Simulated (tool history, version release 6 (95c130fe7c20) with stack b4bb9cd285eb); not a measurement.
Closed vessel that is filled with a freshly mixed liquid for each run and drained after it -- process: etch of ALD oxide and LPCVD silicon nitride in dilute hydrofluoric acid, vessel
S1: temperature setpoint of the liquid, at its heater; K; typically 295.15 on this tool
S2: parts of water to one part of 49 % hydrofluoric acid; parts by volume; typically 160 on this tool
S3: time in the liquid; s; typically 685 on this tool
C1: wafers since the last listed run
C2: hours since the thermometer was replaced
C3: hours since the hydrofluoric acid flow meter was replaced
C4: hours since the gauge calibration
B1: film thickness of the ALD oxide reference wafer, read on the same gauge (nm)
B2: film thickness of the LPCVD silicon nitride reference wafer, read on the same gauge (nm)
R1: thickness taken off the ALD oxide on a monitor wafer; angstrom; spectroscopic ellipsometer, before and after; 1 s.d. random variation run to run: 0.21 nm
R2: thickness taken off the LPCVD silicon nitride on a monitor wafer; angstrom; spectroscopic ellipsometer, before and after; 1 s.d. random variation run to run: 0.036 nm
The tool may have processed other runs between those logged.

run 1 hour=0 | S1=295.15 S2=160 S3=685 | C1=0 C2=306.5 C3=592.6 C4=230.1 | B1=69.92 B2=29.956 | R1=423.1 R2=17.38
run 2 hour=37.2 | S1=295.15 S2=160 S3=685 | C1=3388 C2=343.7 C3=629.8 C4=267.3 | B1=69.86 B2=29.925 | R1=422.8 R2=17.08
run 3 hour=70.5 | S1=295.15 S2=160 S3=685 | C1=3033 C2=377 C3=663.1 C4=300.6 | B1=69.86 B2=29.94 | R1=422.8 R2=17.82
run 4 hour=140 | S1=295.15 S2=160 S3=685 | C1=6330 C2=446.5 C3=732.6 C4=370.1 | B1=69.74 B2=29.863 | R1=426 R2=17.21
run 5 hour=211.3 | S1=295.15 S2=160 S3=685 | C1=6494 C2=517.8 C3=803.9 C4=441.4 | B1=69.62 B2=29.855 | R1=421.7 R2=16.95
run 6 hour=253.5 | S1=295.15 S2=140 S3=685 | C1=3843 C2=560 C3=846.1 C4=483.6 | B1=69.59 B2=29.771 | R1=494.7 R2=19.64
run 7 hour=337.6 | S1=295.15 S2=140 S3=685 | C1=7659 C2=644.1 C3=930.2 C4=567.7 | B1=69.42 B2=29.752 | R1=490.8 R2=19.29
run 8 hour=409.6 | S1=295.15 S2=140 S3=685 | C1=6557 C2=716.1 C3=1002.2 C4=639.7 | B1=69.24 B2=29.648 | R1=492.2 R2=19.15
-- hour=425.8 thermometer replaced
-- hour=427.7 hydrofluoric acid flow meter replaced
run 9 hour=435.8 | S1=298.65 S2=160 S3=360 | C1=2204 C2=10 C3=8.1 C4=665.9 | B1=69.18 B2=29.616 | R1=250.5 R2=11.34
run 10 hour=498.3 | S1=298.65 S2=160 S3=360 | C1=5692 C2=72.5 C3=70.6 C4=728.4 | B1=68.96 B2=29.595 | R1=252.1 R2=11.41
run 11 hour=539.4 | S1=295.15 S2=120 S3=685 | C1=3743 C2=113.6 C3=111.7 C4=769.5 | B1=68.88 B2=29.531 | R1=583.8 R2=22.61
run 12 hour=578.6 | S1=295.15 S2=120 S3=685 | C1=3570 C2=152.8 C3=150.9 C4=808.7 | B1=68.73 B2=29.45 | R1=586.6 R2=22.28
-- hour=621.5 gauge calibrated
run 13 hour=634.7 | S1=299.15 S2=205 S3=525 | C1=5109 C2=208.9 C3=207 C4=13.2 | B1=69.76 B2=29.908 | R1=279.9 R2=14.05

Run 14 comes next. What will it give?
run 14 hour=702.2 | S1=292.65 S2=190 S3=840 | C1=6148 C2=276.4 C3=274.5 C4=80.7 | B1=? B2=? | R1=? R2=?

B1: 69.72
B2: 29.85
R1: 382.2 angstrom
R2: 15.01 angstrom
Minus the tool's unlogged condition, the same run would have read R1 383.9 angstrom, R2 15.08 angstrom.
